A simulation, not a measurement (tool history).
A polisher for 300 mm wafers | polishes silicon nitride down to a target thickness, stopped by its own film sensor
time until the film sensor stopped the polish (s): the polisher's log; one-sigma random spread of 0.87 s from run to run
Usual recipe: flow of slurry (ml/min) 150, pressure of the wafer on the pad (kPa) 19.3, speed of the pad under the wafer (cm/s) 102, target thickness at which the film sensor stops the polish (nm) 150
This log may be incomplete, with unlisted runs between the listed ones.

run	day	flow of slurry (ml/min)	pressure of the wafer on the pad (kPa)	speed of the pad under the wafer (cm/s)	target thickness at which the film sensor stops the polish (nm)	wafers since the last listed run	wafers polished on this pad	hours since the slurry nozzle was cleaned	hours since the head pressure was calibrated	incoming thickness of the incoming film, nm	time until the film sensor stopped the polish (s)
1	0.000	150	19.3	114	150	0	6	43.2	738.4	235.3	53.4
2	2.892	150	19.3	114	150	650	656	112.6	807.8	238.8	58.4
3	4.067	150	19.3	114	150	264	921	140.8	836.0	236.8	56.2
# day 4.933: worn pad replaced by a new one
4	5.250	150	19.3	102	150	228	70	169.2	864.4	240.6	64.0
5	6.029	150	19.3	102	150	175	246	187.9	883.1	243.8	67.3
6	6.662	150	19.3	102	150	142	388	203.1	898.3	238.1	62.1
7	7.358	125	19.3	118	150	156	545	219.8	915.0	244.9	65.9
8	8.817	125	19.3	118	150	328	873	254.8	950.0	238.1	60.6
9	9.471	125	19.3	118	150	147	1020	270.5	965.7	242.3	63.2
# day 9.838: worn pad replaced by a new one
10	10.533	165	19.3	132	150	201	156	296.0	991.2	243.7	57.0
11	11.900	115	22.1	102	142	307	464	328.8	1024.0	242.2	70.0
12	12.425	150	19.3	102	150	118	582	341.4	1036.6	235.6	61.3
# day 13.396: head pressure recalibrated
13	13.804	115	22.1	102	142	291	873	374.5	9.8	238.4	66.6
# day 14.429: worn pad replaced by a new one
# day 14.950: slurry nozzle cleaned
14	14.971	150	16.5	102	150	215	112	0.5	37.8	238.2	67.6
15	16.367	180	19.3	116	173	314	426	34.0	71.3	236.8	38.1
16	17.383	150	19.3	102	150	228	655	58.4	95.7	241.9	64.1
17	18.292	120	22.1	102	150	204	859	80.2	117.5	241.8	58.8
# day 19.000: worn pad replaced by a new one
18	19.083	150	19.3	102	132	140	18	99.2	136.5	243.9	79.9

For run 19, what comes out?
19	20.346	150	19.3	102	150	284	302	129.5	166.8	240.8	?

For run 19 the tool returned time until the film sensor stopped the polish (s) 62.3.
Were there no unlogged condition in the tool, this run, its random variation unchanged, would have produced time until the film sensor stopped the polish (s) 59.2.

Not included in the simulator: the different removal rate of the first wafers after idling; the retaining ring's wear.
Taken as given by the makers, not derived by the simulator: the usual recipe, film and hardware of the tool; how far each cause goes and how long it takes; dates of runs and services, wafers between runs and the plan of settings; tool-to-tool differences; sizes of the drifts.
